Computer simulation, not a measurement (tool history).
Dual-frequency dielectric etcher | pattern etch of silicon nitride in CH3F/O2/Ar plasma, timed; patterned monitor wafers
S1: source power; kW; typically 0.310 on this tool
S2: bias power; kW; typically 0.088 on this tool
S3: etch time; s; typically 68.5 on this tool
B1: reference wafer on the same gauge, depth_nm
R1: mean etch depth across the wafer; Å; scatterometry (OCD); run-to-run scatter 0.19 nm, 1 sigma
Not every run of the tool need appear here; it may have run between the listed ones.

| run | hour | S1 | S2 | S3 | B1 | R1 |
|---|---|---|---|---|---|---|
| 1 | 0.0 | 0.310 | 0.088 | 68.5 | 40.87 | 489.9 |
| 2 | 32.0 | 0.310 | 0.088 | 68.5 | 40.84 | 487.7 |
| 3 | 56.0 | 0.310 | 0.088 | 68.5 | 40.83 | 489.4 |
| 4 | 89.9 | 0.310 | 0.088 | 68.5 | 40.77 | 486.3 |
| 5 | 111.7 | 0.310 | 0.088 | 68.5 | 40.78 | 487.8 |
| 6 | 141.0 | 0.270 | 0.088 | 68.5 | 40.73 | 454.3 |
| 7 | 172.1 | 0.280 | 0.100 | 68.5 | 40.70 | 480.1 |
| 8 | 202.5 | 0.310 | 0.088 | 68.5 | 40.66 | 488.2 |
| 9 | 242.5 | 0.310 | 0.088 | 68.5 | 40.60 | 485.6 |
| 10 | 278.2 | 0.310 | 0.088 | 68.5 | 40.56 | 485.3 |
| 11 | 299.2 | 0.310 | 0.088 | 68.5 | 40.55 | 488.8 |
| 12 | 315.2 | 0.310 | 0.088 | 68.5 | 40.55 | 484.7 |
| 13 | 327.6 | 0.310 | 0.088 | 68.5 | 40.51 | 482.6 |
|  | 339.4 | source power generator calibrated |
| 14 | 346.1 | 0.310 | 0.088 | 68.5 | 40.49 | 480.5 |
|  | 350.3 | bias power generator calibrated |
| 15 | 374.0 | 0.240 | 0.088 | 68.5 | 40.48 | 424.9 |
| 16 | 419.4 | 0.310 | 0.088 | 68.5 | 40.45 | 480.4 |
| 17 | 445.7 | 0.330 | 0.088 | 68.5 | 40.41 | 497.2 |
| 18 | 461.3 | 0.330 | 0.088 | 68.5 | 40.38 | 497.2 |
| 19 | 484.9 | 0.310 | 0.100 | 68.5 | 40.35 | 503.4 |
|  | 509.3 | upper electrode replaced |
| 20 | 509.8 | 0.380 | 0.088 | 54.0 | 40.31 | 416.4 |
| 21 | 530.5 | 0.270 | 0.088 | 53.5 | 40.33 | 351.0 |
|  | 542.9 | gauge calibrated |
| 22 | 544.8 | 0.310 | 0.088 | 74.5 | 41.00 | 534.3 |
| 23 | 558.2 | 0.310 | 0.088 | 58.0 | 40.98 | 413.3 |
|  | 583.7 | wet clean of the chamber |
| 24 | 589.7 | 0.310 | 0.088 | 68.5 | 40.93 | 490.0 |
| 25 | 605.5 | 0.240 | 0.098 | 81.0 | 40.90 | 533.0 |
| 26 | 640.4 | 0.240 | 0.088 | 74.5 | 40.87 | 465.7 |
| 27 | 713.6 | 0.340 | 0.101 | 68.5 | 40.83 | 536.5 |
| 28 | 748.4 | 0.310 | 0.088 | 68.5 | 40.77 | 486.2 |
| 29 | 773.4 | 0.370 | 0.088 | 88.0 | 40.75 | 674.5 |
| 30 | 799.0 | 0.310 | 0.088 | 78.0 | 40.71 | 551.2 |

Expected results for the next run?
| 31 | 813.5 | 0.350 | 0.088 | 68.5 | ? | ? |

{"run 31": {"B1": 40.74, "R1": 516.2}}
On a tool with no hidden condition, and with the same random variation, this run would have come out at R1 518.6 Å.
